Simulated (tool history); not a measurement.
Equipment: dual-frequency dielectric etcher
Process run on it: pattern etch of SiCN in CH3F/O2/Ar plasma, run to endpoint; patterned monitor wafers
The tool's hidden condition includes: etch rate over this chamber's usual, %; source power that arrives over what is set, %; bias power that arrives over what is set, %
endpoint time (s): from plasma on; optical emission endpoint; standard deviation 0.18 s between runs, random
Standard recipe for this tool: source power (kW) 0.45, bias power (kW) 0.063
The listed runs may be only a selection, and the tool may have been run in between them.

| run | hour | source power (kW) | bias power (kW) | wafers since the last listed run | hours since the last wet clean | hours since the last source power generator calibration | hours since the last bias power generator calibration | hours since the last upper electrode change | incoming incoming film thickness, nm | endpoint time (s) |
|---|---|---|---|---|---|---|---|---|---|---|
| 1 | 0 | 0.38 | 0.063 | 0 | 216.9 | 1244.5 | 1333.4 | 1704.6 | 11.84 | 30.2 |
| 2 | 143.6 | 0.45 | 0.063 | 2280 | 360.5 | 1388.1 | 1477 | 1848.2 | 11.86 | 28.2 |
|  | 197.9 | wet clean of the chamber |
| 3 | 346.1 | 0.45 | 0.063 | 2835 | 148.2 | 1590.6 | 1679.5 | 2050.7 | 11.89 | 28.8 |
| 4 | 414.3 | 0.45 | 0.063 | 1083 | 216.4 | 1658.8 | 1747.7 | 2118.9 | 11.89 | 28.7 |
| 5 | 471.4 | 0.45 | 0.063 | 906 | 273.5 | 1715.9 | 1804.8 | 2176 | 11.8 | 28.2 |
| 6 | 529.9 | 0.45 | 0.063 | 929 | 332 | 1774.4 | 1863.3 | 2234.5 | 11.92 | 28.5 |
| 7 | 562.4 | 0.45 | 0.063 | 516 | 364.5 | 1806.9 | 1895.8 | 2267 | 11.91 | 28.6 |
| 8 | 591.3 | 0.45 | 0.063 | 459 | 393.4 | 1835.8 | 1924.7 | 2295.9 | 11.88 | 28.4 |
|  | 630.1 | bias power generator calibrated |
| 9 | 648.7 | 0.51 | 0.063 | 848 | 450.8 | 1893.2 | 18.6 | 2353.3 | 11.89 | 26.7 |
|  | 679.2 | wet clean of the chamber |
| 10 | 689.2 | 0.51 | 0.063 | 262 | 10 | 1933.7 | 59.1 | 2393.8 | 11.84 | 27.8 |
| 11 | 715.3 | 0.45 | 0.071 | 414 | 36.1 | 1959.8 | 85.2 | 2419.9 | 11.78 | 27.8 |
| 12 | 750.8 | 0.45 | 0.071 | 563 | 71.6 | 1995.3 | 120.7 | 2455.4 | 12 | 28.2 |
|  | 782.4 | upper electrode replaced |
| 13 | 807.6 | 0.49 | 0.063 | 520 | 128.4 | 2052.1 | 177.5 | 25.2 | 11.95 | 28.4 |
| 14 | 860.6 | 0.37 | 0.063 | 841 | 181.4 | 2105.1 | 230.5 | 78.2 | 11.91 | 31 |
| 15 | 907.7 | 0.54 | 0.075 | 748 | 228.5 | 2152.2 | 277.6 | 125.3 | 11.88 | 25.5 |
| 16 | 974.2 | 0.45 | 0.063 | 1056 | 295 | 2218.7 | 344.1 | 191.8 | 11.88 | 28.5 |
|  | 983.2 | source power generator calibrated |
| 17 | 1018 | 0.4 | 0.07 | 632 | 338.8 | 34.8 | 387.9 | 235.6 | 11.84 | 28.5 |
| 18 | 1081.7 | 0.45 | 0.063 | 1011 | 402.5 | 98.5 | 451.6 | 299.3 | 11.9 | 28.4 |
| 19 | 1128.1 | 0.4 | 0.054 | 736 | 448.9 | 144.9 | 498 | 345.7 | 11.93 | 31.5 |
|  | 1180 | wet clean of the chamber |
| 20 | 1180.5 | 0.55 | 0.051 | 451 | 0.5 | 197.3 | 550.4 | 398.1 | 11.87 | 29.5 |
| 21 | 1205.7 | 0.48 | 0.072 | 400 | 25.7 | 222.5 | 575.6 | 423.3 | 11.91 | 27.5 |
| 22 | 1328.1 | 0.53 | 0.057 | 1944 | 148.1 | 344.9 | 698 | 545.7 | 11.89 | 28.5 |
| 23 | 1379.8 | 0.45 | 0.063 | 821 | 199.8 | 396.6 | 749.7 | 597.4 | 11.85 | 28.6 |
| 24 | 1447.3 | 0.56 | 0.063 | 1072 | 267.3 | 464.1 | 817.2 | 664.9 | 11.82 | 26 |

Forecast each of these 3 alternatives for the next run:
| A | 1447.7 | 0.45 | 0.063 | 6 | 267.7 | 464.5 | 817.6 | 665.3 | 11.9 | ? |
| B | 1447.7 | 0.53 | 0.069 | 6 | 267.7 | 464.5 | 817.6 | 665.3 | 11.9 | ? |
| C | 1447.7 | 0.56 | 0.052 | 6 | 267.7 | 464.5 | 817.6 | 665.3 | 11.9 | ? |

| run | endpoint time (s) |
|---|---|
| A | 29 |
| B | 26.5 |
| C | 28.8 |
With no hidden state in the tool, these same runs would have given:
| run | endpoint time (s) |
|---|---|
| A | 29.7 |
| B | 27.2 |
| C | 29.5 |

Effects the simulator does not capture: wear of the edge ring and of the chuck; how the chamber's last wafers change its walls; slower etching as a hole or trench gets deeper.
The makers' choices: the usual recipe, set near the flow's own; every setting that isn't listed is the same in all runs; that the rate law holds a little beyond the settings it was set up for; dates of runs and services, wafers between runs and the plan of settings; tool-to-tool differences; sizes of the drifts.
